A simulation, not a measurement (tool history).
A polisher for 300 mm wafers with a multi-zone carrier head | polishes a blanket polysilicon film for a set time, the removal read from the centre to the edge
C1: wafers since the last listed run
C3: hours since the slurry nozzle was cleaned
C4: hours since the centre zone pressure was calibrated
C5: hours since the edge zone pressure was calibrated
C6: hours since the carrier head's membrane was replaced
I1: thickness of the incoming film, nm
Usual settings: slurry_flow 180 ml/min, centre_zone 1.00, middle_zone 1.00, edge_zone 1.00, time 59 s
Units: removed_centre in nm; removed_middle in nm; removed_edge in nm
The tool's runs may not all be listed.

{"run": 1, "hour": 0.0, "slurry_flow": 180, "centre_zone": 1.0, "middle_zone": 1.0, "edge_zone": 1.0, "time": 59, "C1": 0, "wafers polished on this pad": 246, "C3": 334.1, "C4": 1150.7, "C5": 385.1, "C6": 769.6, "I1": 1444.6, "removed_centre": 457.5, "removed_middle": 511.3, "removed_edge": 491.3}
{"run": 2, "hour": 9.2, "slurry_flow": 180, "centre_zone": 1.0, "middle_zone": 1.0, "edge_zone": 1.08, "time": 59, "C1": 59, "wafers polished on this pad": 306, "C3": 343.3, "C4": 1159.9, "C5": 394.3, "C6": 778.8, "I1": 1468.3, "removed_centre": 452.8, "removed_middle": 507.5, "removed_edge": 516.2}
{"hour": 20.1, "done": "carrier head's membrane replaced by a new one"}
{"run": 3, "hour": 21.5, "slurry_flow": 180, "centre_zone": 1.0, "middle_zone": 1.0, "edge_zone": 1.08, "time": 59, "C1": 47, "wafers polished on this pad": 353, "C3": 355.6, "C4": 1172.2, "C5": 406.6, "C6": 1.4, "I1": 1496.6, "removed_centre": 446.4, "removed_middle": 502.8, "removed_edge": 522.5}
{"run": 4, "hour": 31.1, "slurry_flow": 180, "centre_zone": 1.0, "middle_zone": 1.0, "edge_zone": 0.91, "time": 59, "C1": 62, "wafers polished on this pad": 415, "C3": 365.2, "C4": 1181.8, "C5": 416.2, "C6": 11.0, "I1": 1491.4, "removed_centre": 443.2, "removed_middle": 485.2, "removed_edge": 467.7}
{"run": 5, "hour": 39.5, "slurry_flow": 180, "centre_zone": 1.0, "middle_zone": 1.0, "edge_zone": 1.04, "time": 59, "C1": 54, "wafers polished on this pad": 469, "C3": 373.6, "C4": 1190.2, "C5": 424.6, "C6": 19.4, "I1": 1480.5, "removed_centre": 436.3, "removed_middle": 490.4, "removed_edge": 505.4}
{"hour": 47.9, "done": "edge zone pressure recalibrated"}
{"hour": 48.7, "done": "worn pad replaced by a new one"}
{"hour": 52.5, "done": "centre zone pressure recalibrated"}
{"run": 6, "hour": 53.0, "slurry_flow": 180, "centre_zone": 1.07, "middle_zone": 1.0, "edge_zone": 1.0, "time": 59, "C1": 56, "wafers polished on this pad": 14, "C3": 387.1, "C4": 0.5, "C5": 5.1, "C6": 32.9, "I1": 1444.1, "removed_centre": 564.9, "removed_middle": 518.8, "removed_edge": 505.0}
{"hour": 60.3, "done": "slurry nozzle cleaned"}
{"run": 7, "hour": 60.8, "slurry_flow": 180, "centre_zone": 1.0, "middle_zone": 1.0, "edge_zone": 1.0, "time": 59, "C1": 44, "wafers polished on this pad": 58, "C3": 0.5, "C4": 8.3, "C5": 12.9, "C6": 40.7, "I1": 1468.5, "removed_centre": 510.5, "removed_middle": 514.1, "removed_edge": 504.0}
{"run": 8, "hour": 72.4, "slurry_flow": 135, "centre_zone": 1.0, "middle_zone": 0.91, "edge_zone": 1.08, "time": 59, "C1": 75, "wafers polished on this pad": 134, "C3": 12.1, "C4": 19.9, "C5": 24.5, "C6": 52.3, "I1": 1463.7, "removed_centre": 488.9, "removed_middle": 457.1, "removed_edge": 502.3}
{"run": 9, "hour": 101.9, "slurry_flow": 180, "centre_zone": 1.0, "middle_zone": 0.88, "edge_zone": 1.0, "time": 59, "C1": 190, "wafers polished on this pad": 325, "C3": 41.6, "C4": 49.4, "C5": 54.0, "C6": 81.8, "I1": 1493.6, "removed_centre": 499.4, "removed_middle": 460.1, "removed_edge": 492.0}
{"run": 10, "hour": 113.4, "slurry_flow": 180, "centre_zone": 1.0, "middle_zone": 1.0, "edge_zone": 1.0, "time": 59, "C1": 74, "wafers polished on this pad": 399, "C3": 53.1, "C4": 60.9, "C5": 65.5, "C6": 93.3, "I1": 1462.4, "removed_centre": 497.3, "removed_middle": 489.4, "removed_edge": 496.2}
{"run": 11, "hour": 120.6, "slurry_flow": 205, "centre_zone": 0.9, "middle_zone": 1.0, "edge_zone": 0.9, "time": 59, "C1": 46, "wafers polished on this pad": 446, "C3": 60.3, "C4": 68.1, "C5": 72.7, "C6": 100.5, "I1": 1479.6, "removed_centre": 449.4, "removed_middle": 501.6, "removed_edge": 457.1}
{"run": 12, "hour": 129.5, "slurry_flow": 180, "centre_zone": 1.0, "middle_zone": 1.0, "edge_zone": 1.0, "time": 59, "C1": 57, "wafers polished on this pad": 503, "C3": 69.2, "C4": 77.0, "C5": 81.6, "C6": 109.4, "I1": 1477.9, "removed_centre": 478.3, "removed_middle": 486.8, "removed_edge": 490.7}
{"hour": 135.0, "done": "worn pad replaced by a new one"}
{"run": 13, "hour": 145.9, "slurry_flow": 205, "centre_zone": 1.0, "middle_zone": 1.0, "edge_zone": 1.0, "time": 74, "C1": 80, "wafers polished on this pad": 70, "C3": 85.6, "C4": 93.4, "C5": 98.0, "C6": 125.8, "I1": 1490.3, "removed_centre": 652.8, "removed_middle": 667.7, "removed_edge": 635.0}
{"run": 14, "hour": 154.0, "slurry_flow": 130, "centre_zone": 1.0, "middle_zone": 1.04, "edge_zone": 1.1, "time": 59, "C1": 52, "wafers polished on this pad": 123, "C3": 93.7, "C4": 101.5, "C5": 106.1, "C6": 133.9, "I1": 1464.6, "removed_centre": 479.1, "removed_middle": 501.5, "removed_edge": 517.2}
{"run": 15, "hour": 161.0, "slurry_flow": 180, "centre_zone": 1.0, "middle_zone": 1.0, "edge_zone": 1.0, "time": 59, "C1": 45, "wafers polished on this pad": 168, "C3": 100.7, "C4": 108.5, "C5": 113.1, "C6": 140.9, "I1": 1471.3, "removed_centre": 504.8, "removed_middle": 521.4, "removed_edge": 516.0}
{"run": 16, "hour": 176.9, "slurry_flow": 180, "centre_zone": 0.88, "middle_zone": 0.96, "edge_zone": 0.92, "time": 45, "C1": 102, "wafers polished on this pad": 271, "C3": 116.6, "C4": 124.4, "C5": 129.0, "C6": 156.8, "I1": 1465.7, "removed_centre": 336.0, "removed_middle": 377.4, "removed_edge": 364.8}
{"run": 17, "hour": 193.7, "slurry_flow": 205, "centre_zone": 0.89, "middle_zone": 1.0, "edge_zone": 1.0, "time": 73, "C1": 108, "wafers polished on this pad": 380, "C3": 133.4, "C4": 141.2, "C5": 145.8, "C6": 173.6, "I1": 1444.3, "removed_centre": 556.5, "removed_middle": 642.7, "removed_edge": 624.2}
{"run": 18, "hour": 210.8, "slurry_flow": 135, "centre_zone": 1.0, "middle_zone": 1.0, "edge_zone": 1.0, "time": 59, "C1": 110, "wafers polished on this pad": 490, "C3": 150.5, "C4": 158.3, "C5": 162.9, "C6": 190.7, "I1": 1461.2, "removed_centre": 438.4, "removed_middle": 465.4, "removed_edge": 467.6}
{"run": 19, "hour": 219.5, "slurry_flow": 180, "centre_zone": 1.1, "middle_zone": 1.0, "edge_zone": 1.0, "time": 59, "C1": 56, "wafers polished on this pad": 547, "C3": 159.2, "C4": 167.0, "C5": 171.6, "C6": 199.4, "I1": 1438.2, "removed_centre": 520.0, "removed_middle": 484.3, "removed_edge": 472.7}
{"hour": 237.5, "done": "worn pad replaced by a new one"}
{"run": 20, "hour": 238.0, "slurry_flow": 180, "centre_zone": 1.0, "middle_zone": 0.91, "edge_zone": 1.09, "time": 59, "C1": 93, "wafers polished on this pad": 2, "C3": 177.7, "C4": 185.5, "C5": 190.1, "C6": 217.9, "I1": 1488.5, "removed_centre": 497.6, "removed_middle": 490.5, "removed_edge": 533.3}
{"run": 21, "hour": 244.8, "slurry_flow": 180, "centre_zone": 0.9, "middle_zone": 0.91, "edge_zone": 1.0, "time": 59, "C1": 44, "wafers polished on this pad": 47, "C3": 184.5, "C4": 192.3, "C5": 196.9, "C6": 224.7, "I1": 1488.1, "removed_centre": 453.3, "removed_middle": 483.9, "removed_edge": 506.9}
{"run": 22, "hour": 256.0, "slurry_flow": 180, "centre_zone": 1.0, "middle_zone": 1.0, "edge_zone": 1.0, "time": 59, "C1": 72, "wafers polished on this pad": 119, "C3": 195.7, "C4": 203.5, "C5": 208.1, "C6": 235.9, "I1": 1479.3, "removed_centre": 498.0, "removed_middle": 514.3, "removed_edge": 520.1}

Forecast each of these 4 alternatives for the next run:
{"run": "A", "hour": 256.4, "slurry_flow": 180, "centre_zone": 1.0, "middle_zone": 1.0, "edge_zone": 0.9, "time": 59, "C1": 2, "wafers polished on this pad": 122, "C3": 196.1, "C4": 203.9, "C5": 208.5, "C6": 236.3, "I1": 1455.4, "removed_centre": "?", "removed_middle": "?", "removed_edge": "?"}
{"run": "B", "hour": 256.4, "slurry_flow": 180, "centre_zone": 1.12, "middle_zone": 1.0, "edge_zone": 1.0, "time": 66, "C1": 2, "wafers polished on this pad": 122, "C3": 196.1, "C4": 203.9, "C5": 208.5, "C6": 236.3, "I1": 1455.4, "removed_centre": "?", "removed_middle": "?", "removed_edge": "?"}
{"run": "C", "hour": 256.4, "slurry_flow": 135, "centre_zone": 1.0, "middle_zone": 0.95, "edge_zone": 1.03, "time": 59, "C1": 2, "wafers polished on this pad": 122, "C3": 196.1, "C4": 203.9, "C5": 208.5, "C6": 236.3, "I1": 1455.4, "removed_centre": "?", "removed_middle": "?", "removed_edge": "?"}
{"run": "D", "hour": 256.4, "slurry_flow": 180, "centre_zone": 1.0, "middle_zone": 0.91, "edge_zone": 0.93, "time": 49, "C1": 2, "wafers polished on this pad": 122, "C3": 196.1, "C4": 203.9, "C5": 208.5, "C6": 236.3, "I1": 1455.4, "removed_centre": "?", "removed_middle": "?", "removed_edge": "?"}

run=A removed_centre=498.8 removed_middle=516.8 removed_edge=491.3
run=B removed_centre=625.7 removed_middle=577.7 removed_edge=577.5
run=C removed_centre=465.8 removed_middle=469.7 removed_edge=501.7
run=D removed_centre=414.0 removed_middle=402.5 removed_edge=414.6
Without the tool's hidden state the same runs would have given:
run=A removed_centre=530.4 removed_middle=520.5 removed_edge=494.9
run=B removed_centre=665.1 removed_middle=581.9 removed_edge=581.8
run=C removed_centre=495.3 removed_middle=473.1 removed_edge=505.4
run=D removed_centre=440.3 removed_middle=405.4 removed_edge=417.7
